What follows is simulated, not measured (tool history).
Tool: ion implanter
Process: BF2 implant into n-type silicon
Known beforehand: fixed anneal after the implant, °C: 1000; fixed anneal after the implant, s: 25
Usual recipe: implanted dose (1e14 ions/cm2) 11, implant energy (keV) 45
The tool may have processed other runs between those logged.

run   hour  implanted dose (1e14 ions/cm2)  implant energy (keV)  wafers since the last listed run  hours since the last dose calibration  hours since the extraction supply was calibrated  hours since the gauge calibration  read-back reference wafer on the same gauge, sheet resistance  sheet resistance of the implanted and annealed layer (ohm/square)
  1      0                              11                    45                                 0                                  555.2                                              2176                             1230.9                                                            150                                                             132.11
  2   40.5                              11                    45                               691                                  595.7                                            2216.5                             1271.4                                                         149.99                                                             132.74
  3   90.8                              11                    45                               858                                    646                                            2266.8                             1321.7                                                         150.04                                                             133.07
  4  133.8                              11                  36.5                               733                                    689                                            2309.8                             1364.7                                                         149.85                                                             142.96
  5  230.6                              11                  36.5                              1651                                  785.8                                            2406.6                             1461.5                                                         150.06                                                             142.93
  6  369.4                              11                  36.5                              2368                                  924.6                                            2545.4                             1600.3                                                         149.77                                                             143.62
  7  438.2                              11                    45                              1174                                  993.4                                            2614.2                             1669.1                                                         150.14                                                             132.89
  8    532                              11                    45                              1600                                 1087.2                                              2708                             1762.9                                                         150.19                                                              133.6
  9  574.9                              11                    45                               732                                 1130.1                                            2750.9                             1805.8                                                         149.88                                                             132.61
     619.1  -- gauge calibrated
 10    691                              11                    45                              1981                                 1246.2                                              2867                               71.9                                                         150.02                                                             133.31

What does the tool deliver on the next run?
 11  788.3                           11.84                    50                              1660                                 1343.5                                            2964.3                              169.2                                                              ?                                                                  ?

{"run 11": {"read-back reference wafer on the same gauge, sheet resistance": 149.95, "sheet resistance of the implanted and annealed layer (ohm/square)": 123.88}}
Minus the tool's unlogged condition, the same run would have read sheet resistance of the implanted and annealed layer (ohm/square) 121.5.
